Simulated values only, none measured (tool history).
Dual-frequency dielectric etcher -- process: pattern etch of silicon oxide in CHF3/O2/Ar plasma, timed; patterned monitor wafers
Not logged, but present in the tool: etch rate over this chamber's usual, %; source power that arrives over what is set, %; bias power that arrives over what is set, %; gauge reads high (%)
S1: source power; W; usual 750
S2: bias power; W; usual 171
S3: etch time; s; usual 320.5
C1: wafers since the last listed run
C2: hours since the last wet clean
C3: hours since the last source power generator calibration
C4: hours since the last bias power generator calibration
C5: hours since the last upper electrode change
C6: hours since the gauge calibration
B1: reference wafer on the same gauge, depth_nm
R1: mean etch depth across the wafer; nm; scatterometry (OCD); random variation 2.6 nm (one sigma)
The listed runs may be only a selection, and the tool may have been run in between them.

Run 1, hour 0: usual settings but S2 191 W, S3 272 s; C1 0; C2 490.2; C3 1838.6; C4 1944; C5 1551.8; C6 2708.5; B1 582.7. Result: R1 600.1 nm.
Run 2, hour 194.9: usual settings; C1 955; C2 685.1; C3 2033.5; C4 2138.9; C5 1746.7; C6 2903.4; B1 582. Result: R1 679.2 nm.
At hour 276.5: wet clean of the chamber.
Run 3, hour 277: usual settings; C1 284; C2 0.5; C3 2115.6; C4 2221; C5 1828.8; C6 2985.5; B1 581.6. Result: R1 691.3 nm.
Run 4, hour 296.5: usual settings but S3 380.5 s; C1 95; C2 20; C3 2135.1; C4 2240.5; C5 1848.3; C6 3005; B1 582.1. Result: R1 826.9 nm.
Run 5, hour 348.7: usual settings but S1 820 W, S3 261.5 s; C1 255; C2 72.2; C3 2187.3; C4 2292.7; C5 1900.5; C6 3057.2; B1 583.1. Result: R1 584.7 nm.
At hour 559: gauge calibrated.
Run 6, hour 564.8: usual settings but S3 271 s; C1 1059; C2 288.3; C3 2403.4; C4 2508.8; C5 2116.6; C6 5.8; B1 582.3. Result: R1 577.2 nm.
Run 7, hour 602.7: usual settings but S2 138 W, S3 251 s; C1 185; C2 326.2; C3 2441.3; C4 2546.7; C5 2154.5; C6 43.7; B1 581.8. Result: R1 496.9 nm.
Run 8, hour 685.5: usual settings; C1 405; C2 409; C3 2524.1; C4 2629.5; C5 2237.3; C6 126.5; B1 581.5. Result: R1 675 nm.
Run 9, hour 746.4: usual settings but S1 830 W, S3 377 s; C1 298; C2 469.9; C3 2585; C4 2690.4; C5 2298.2; C6 187.4; B1 581.4. Result: R1 824.9 nm.
Run 10, hour 787.1: usual settings but S1 620 W, S2 199 W, S3 245.5 s; C1 199; C2 510.6; C3 2625.7; C4 2731.1; C5 2338.9; C6 228.1; B1 582.2. Result: R1 507.7 nm.
Run 11, hour 858: usual settings; C1 347; C2 581.5; C3 2696.6; C4 2802; C5 2409.8; C6 299; B1 581.1. Result: R1 669.8 nm.
At hour 954.5: wet clean of the chamber.
Run 12, hour 955: usual settings but S2 131 W, S3 383 s; C1 357; C2 0.5; C3 2793.6; C4 2899; C5 2506.8; C6 396; B1 583.2. Result: R1 766.9 nm.
Run 13, hour 1039.1: usual settings; C1 412; C2 84.6; C3 2877.7; C4 2983.1; C5 2590.9; C6 480.1; B1 582.3. Result: R1 691.4 nm.
At hour 1140.7: upper electrode replaced.
Run 14, hour 1141.2: usual settings but S1 870 W, S2 187 W, S3 365.5 s; C1 382; C2 186.7; C3 2979.8; C4 3085.2; C5 0.5; C6 582.2; B1 580.8. Result: R1 851.8 nm.
Run 15, hour 1227.4: usual settings but S1 830 W, S2 208 W, S3 365 s; C1 422; C2 272.9; C3 3066; C4 3171.4; C5 86.7; C6 668.4; B1 581. Result: R1 866.1 nm.
At hour 1280.1: source power generator calibrated.
At hour 1284.1: bias power generator calibrated.
Run 16, hour 1321.5: usual settings; C1 422; C2 367; C3 41.4; C4 37.4; C5 180.8; C6 762.5; B1 581.7. Result: R1 693.8 nm.
Run 17, hour 1413: usual settings but S1 860 W, S2 213 W, S3 283 s; C1 448; C2 458.5; C3 132.9; C4 128.9; C5 272.3; C6 854; B1 581.7. Result: R1 689.4 nm.
Run 18, hour 1449.2: usual settings but S2 211 W, S3 270 s; C1 177; C2 494.7; C3 169.1; C4 165.1; C5 308.5; C6 890.2; B1 581.1. Result: R1 623.3 nm.
At hour 1543: wet clean of the chamber.
Run 19, hour 1544.3: usual settings but S2 187 W; C1 348; C2 1.3; C3 264.2; C4 260.2; C5 403.6; C6 985.3; B1 581.7. Result: R1 732.1 nm.
Run 20, hour 1755.6: usual settings but S3 292.5 s; C1 1035; C2 212.6; C3 475.5; C4 471.5; C5 614.9; C6 1196.6; B1 581.9. Result: R1 636.6 nm.
Run 21, hour 1836.1: usual settings but S1 910 W, S3 369.5 s; C1 394; C2 293.1; C3 556; C4 552; C5 695.4; C6 1277.1; B1 582.2. Result: R1 863.2 nm.
Run 22, hour 1935.5: usual settings but S3 292.5 s; C1 487; C2 392.5; C3 655.4; C4 651.4; C5 794.8; C6 1376.5; B1 581.8. Result: R1 632.1 nm.
Run 23, hour 1980.2: usual settings but S1 610 W, S2 193 W, S3 397 s; C1 219; C2 437.2; C3 700.1; C4 696.1; C5 839.5; C6 1421.2; B1 582.9. Result: R1 826.9 nm.
Run 24, hour 2046.2: usual settings but S1 830 W, S2 208 W, S3 365 s; C1 323; C2 503.2; C3 766.1; C4 762.1; C5 905.5; C6 1487.2; B1 582.6. Result: R1 866.3 nm.
Run 25, hour 2146: usual settings but S1 870 W, S3 225 s; C1 489; C2 603; C3 865.9; C4 861.9; C5 1005.3; C6 1587; B1 581.9. Result: R1 507.5 nm.
At hour 2213.8: wet clean of the chamber.
Run 26, hour 2276: usual settings; C1 519; C2 62.2; C3 995.9; C4 991.9; C5 1135.3; C6 1717; B1 580.5. Result: R1 699.9 nm.
Run 27, hour 2363: usual settings but S2 214 W, S3 251.5 s; C1 426; C2 149.2; C3 1082.9; C4 1078.9; C5 1222.3; C6 1804; B1 580.8. Result: R1 595 nm.
Run 28, hour 2420.4: usual settings but S2 186 W, S3 364.5 s; C1 281; C2 206.6; C3 1140.3; C4 1136.3; C5 1279.7; C6 1861.4; B1 583. Result: R1 815.1 nm.
Run 29, hour 2515.3: usual settings but S2 189 W, S3 288.5 s; C1 465; C2 301.5; C3 1235.2; C4 1231.2; C5 1374.6; C6 1956.3; B1 581.2. Result: R1 646.9 nm.

What if the next run were any one of these 4? Each begins from the tool's condition after run 29:
Run A, hour 2515.8: usual settings but S1 810 W; C1 2; C2 302; C3 1235.7; C4 1231.7; C5 1375.1; C6 1956.8; B1 ?. Result: R1 ?.
Run B, hour 2515.8: usual settings but S1 650 W, S2 209 W; C1 2; C2 302; C3 1235.7; C4 1231.7; C5 1375.1; C6 1956.8; B1 ?. Result: R1 ?.
Run C, hour 2515.8: usual settings but S2 158 W, S3 231.5 s; C1 2; C2 302; C3 1235.7; C4 1231.7; C5 1375.1; C6 1956.8; B1 ?. Result: R1 ?.
Run D, hour 2515.8: usual settings but S1 910 W, S2 160 W; C1 2; C2 302; C3 1235.7; C4 1231.7; C5 1375.1; C6 1956.8; B1 ?. Result: R1 ?.

run     B1     R1
  A  581.6  717.7
  B  581.6  709.1
  C  581.6  490.9
  D  581.6  733.4
The same runs, with their run-to-run variation unchanged, on a tool lacking any hidden condition would have given:
run     R1
  A  730.3
  B  721.5
  C  499.5
  D  746.2

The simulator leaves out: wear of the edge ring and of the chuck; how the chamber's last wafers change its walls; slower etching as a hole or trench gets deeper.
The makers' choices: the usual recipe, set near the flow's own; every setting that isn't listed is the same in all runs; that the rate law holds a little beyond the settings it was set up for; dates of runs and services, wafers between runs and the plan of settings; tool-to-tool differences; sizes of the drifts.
